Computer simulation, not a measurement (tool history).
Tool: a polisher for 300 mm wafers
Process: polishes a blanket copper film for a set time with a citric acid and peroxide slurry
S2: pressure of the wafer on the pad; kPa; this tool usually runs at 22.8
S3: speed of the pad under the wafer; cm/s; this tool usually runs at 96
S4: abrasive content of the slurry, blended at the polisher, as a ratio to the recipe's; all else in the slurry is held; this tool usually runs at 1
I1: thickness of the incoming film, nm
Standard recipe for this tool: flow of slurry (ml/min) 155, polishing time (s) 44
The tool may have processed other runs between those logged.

Run 1, hour 0: usual settings but S2 25.5 kPa, S3 104 cm/s; I1 519.6. Result: film removed (nm) 132.9.
Run 2, hour 65: usual settings but polishing time (s) 51; I1 518.8. Result: film removed (nm) 124.6.
At hour 77.5: worn pad replaced by a new one.
At hour 129.2: slurry nozzle cleaned.
At hour 350.3: head pressure recalibrated.
Run 3, hour 350.8: usual settings but polishing time (s) 51; I1 515.4. Result: film removed (nm) 120.7.
Run 4, hour 436.6: usual settings but polishing time (s) 51; I1 513.3. Result: film removed (nm) 116.3.
Run 5, hour 523.1: usual settings but flow of slurry (ml/min) 180; I1 527.2. Result: film removed (nm) 100.1.
At hour 607.1: slurry blender recalibrated.
Run 6, hour 612.2: usual settings but flow of slurry (ml/min) 180; I1 515.3. Result: film removed (nm) 98.2.
At hour 654.1: worn pad replaced by a new one.
Run 7, hour 684.7: usual settings but S3 104 cm/s; I1 527.2. Result: film removed (nm) 107.1.
At hour 711.9: slurry nozzle cleaned.
Run 8, hour 737.9: usual settings but S4 0.85; I1 526.8. Result: film removed (nm) 96.1.
Run 9, hour 843.3: usual settings but S4 0.85; I1 521.4. Result: film removed (nm) 93.4.
Run 10, hour 884.6: usual settings; I1 521.1. Result: film removed (nm) 96.4.
At hour 888.3: head pressure recalibrated, repeated, since the last time left the tool worse.
Run 11, hour 969.5: usual settings; I1 516.1. Result: film removed (nm) 114.6.
Run 12, hour 1026.5: usual settings but flow of slurry (ml/min) 120, S4 1.2; I1 510.2. Result: film removed (nm) 112.1.
Run 13, hour 1123.3: usual settings; I1 522. Result: film removed (nm) 109.6.
At hour 1165.8: slurry blender recalibrated.
Run 14, hour 1224.6: usual settings but S2 15.2 kPa; I1 525.4. Result: film removed (nm) 75.2.
Run 15, hour 1289.1: usual settings but S4 1.2, polishing time (s) 31; I1 531. Result: film removed (nm) 79.9.
At hour 1328.3: worn pad replaced by a new one.
At hour 1344.9: slurry nozzle cleaned.
Run 16, hour 1373.9: usual settings but flow of slurry (ml/min) 130, S3 84 cm/s; I1 524.7. Result: film removed (nm) 95.6.
Run 17, hour 1472: usual settings but polishing time (s) 51; I1 522.3. Result: film removed (nm) 128.9.
Run 18, hour 1536: usual settings but S2 28.3 kPa, S3 82 cm/s, S4 1.3, polishing time (s) 40; I1 528.3. Result: film removed (nm) 110.2.
Run 19, hour 1617: usual settings; I1 521.6. Result: film removed (nm) 110.1.
Run 20, hour 1714.7: usual settings but S4 0.85; I1 522.1. Result: film removed (nm) 104.7.
At hour 1749.8: slurry blender recalibrated.
Run 21, hour 1774: usual settings but flow of slurry (ml/min) 120, S4 1.2; I1 513. Result: film removed (nm) 104.7.
At hour 1840.6: head pressure recalibrated.
Run 22, hour 1879.2: usual settings but S2 19.3 kPa; I1 512.3. Result: film removed (nm) 98.8.
Run 23, hour 1925.6: usual settings but flow of slurry (ml/min) 195; I1 529.8. Result: film removed (nm) 118.1.
At hour 1995.1: worn pad replaced by a new one.
Run 24, hour 2003.8: usual settings but flow of slurry (ml/min) 105; I1 520.7. Result: film removed (nm) 102.9.
At hour 2052.5: slurry nozzle cleaned.
Run 25, hour 2060.1: usual settings but flow of slurry (ml/min) 135, S2 30.3 kPa; I1 513. Result: film removed (nm) 143.
Run 26, hour 2139.3: usual settings but flow of slurry (ml/min) 120, S3 84 cm/s, S4 0.85, polishing time (s) 53; I1 520. Result: film removed (nm) 110.5.
Run 27, hour 2182.2: usual settings but S2 26.2 kPa, S3 76 cm/s, polishing time (s) 37; I1 523.3. Result: film removed (nm) 86.9.
Run 28, hour 2247.8: usual settings but S2 20 kPa, S3 64 cm/s; I1 519.8. Result: film removed (nm) 69.2.
Run 29, hour 2294.2: usual settings but flow of slurry (ml/min) 110, S2 14.5 kPa, S3 76 cm/s, polishing time (s) 39; I1 515.4. Result: film removed (nm) 47.3.

Branching from run 29: 5 alternative next runs. What would each branch give?
Run A, hour 2294.6: usual settings; I1 516.9. Result: film removed (nm) ?.
Run B, hour 2294.6: usual settings but S2 15.2 kPa, S3 128 cm/s, polishing time (s) 57; I1 516.9. Result: film removed (nm) ?.
Run C, hour 2294.6: usual settings but S4 1.15, polishing time (s) 58; I1 516.9. Result: film removed (nm) ?.
Run D, hour 2294.6: usual settings but flow of slurry (ml/min) 120; I1 516.9. Result: film removed (nm) ?.
Run E, hour 2294.6: usual settings but S4 0.9; I1 516.9. Result: film removed (nm) ?.

run  film removed (nm)
  A              109.1
  B              121.9
  C              146.6
  D              103.6
  E              107.5
What these runs would have given with no unlogged condition in the tool:
run  film removed (nm)
  A              113.9
  B              127.3
  C              153.2
  D              108.3
  E              112.3

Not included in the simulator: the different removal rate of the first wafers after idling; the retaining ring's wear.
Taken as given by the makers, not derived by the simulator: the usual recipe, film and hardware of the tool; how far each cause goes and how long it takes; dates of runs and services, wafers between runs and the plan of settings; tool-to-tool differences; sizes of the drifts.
